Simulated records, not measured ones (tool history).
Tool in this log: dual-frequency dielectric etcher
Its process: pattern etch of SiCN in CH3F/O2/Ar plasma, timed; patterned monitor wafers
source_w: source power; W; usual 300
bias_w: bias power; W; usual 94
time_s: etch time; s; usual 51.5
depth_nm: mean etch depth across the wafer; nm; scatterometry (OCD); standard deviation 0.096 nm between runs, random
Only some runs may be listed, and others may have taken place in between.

run    hour  source_w  bias_w  time_s  read-back reference wafer on the same gauge, depth_nm  depth_nm
  1       0       280      94      63                                                  21.92     22.12
  2    74.4       260      94    51.5                                                   21.9     17.48
      164.8  -- wet clean of the chamber
  3   166.5       260      94    51.5                                                   21.9     17.61
  4   244.7       280      94    51.5                                                  21.93     18.23
  5   321.8       280      94    51.5                                                  21.86     17.95
      405.6  -- source power generator calibrated
  6   419.2       300      94    57.5                                                  21.89     20.62
  7   474.5       330      94    42.5                                                  21.91     15.82
      507.6  -- gauge calibrated
  8   560.7       300      94    51.5                                                   21.9     18.45
  9   656.3       300      94    51.5                                                   21.9     18.51
 10   721.3       300      94    51.5                                                  21.89     18.32
        757  -- bias power generator calibrated
      793.5  -- wet clean of the chamber
 11   807.7       300     103      44                                                  21.88     16.66
 12   901.7       300     115      66                                                   21.9     26.63
 13   976.5       240      94      40                                                   21.9     13.35
 14  1045.3       240      94    51.5                                                  21.87     16.97
       1110  -- upper electrode replaced
 15  1144.8       240      94      37                                                  21.87     12.21
 16  1237.6       300      94    51.5                                                  21.92     18.68
 17  1342.9       280      94    51.5                                                   21.9     18.08
     1394.2  -- wet clean of the chamber
 18  1402.4       300      94    39.5                                                  21.91      14.2
 19  1465.2       300      94      36                                                   21.9     12.92
 20  1529.1       350     100      46                                                   21.9     18.12
 21  1613.2       300      94    42.5                                                   21.9      15.2
 22  1676.4       260     107      39                                                  21.91     14.38
 23  1755.9       300      94      56                                                   21.9     20.26
 24  1807.4       300      94    51.5                                                  21.89     18.33
 25  1889.8       300      94    51.5                                                  21.86     18.47
     1975.1  -- wet clean of the chamber
 26  1996.6       270      74    51.5                                                  21.86     15.42
 27    2067       340     114    51.5                                                  21.89     21.71
 28    2163       300      94    51.5                                                  21.88     18.41
 29  2221.6       300     104    51.5                                                  21.91     19.82

Consider 5 possible next runs. They are alternatives, not a sequence: every one starts from the tool as it was left by run 29. What does each give?
  A  2222       300      94    65.5                                                      ?         ?
  B  2222       300      73    51.5                                                      ?         ?
  C  2222       300     115      62                                                      ?         ?
  D  2222       240      77      59                                                      ?         ?
  E  2222       300     100      57                                                      ?         ?

run  read-back reference wafer on the same gauge, depth_nm  depth_nm
  A                                                  21.89     23.45
  B                                                  21.89      15.7
  C                                                  21.89        25
  D                                                  21.89     17.18
  E                                                  21.89     21.18
The same runs, with their run-to-run variation unchanged, on a tool lacking any hidden condition would have given:
run  depth_nm
  A     23.45
  B      15.7
  C        25
  D     17.18
  E     21.18

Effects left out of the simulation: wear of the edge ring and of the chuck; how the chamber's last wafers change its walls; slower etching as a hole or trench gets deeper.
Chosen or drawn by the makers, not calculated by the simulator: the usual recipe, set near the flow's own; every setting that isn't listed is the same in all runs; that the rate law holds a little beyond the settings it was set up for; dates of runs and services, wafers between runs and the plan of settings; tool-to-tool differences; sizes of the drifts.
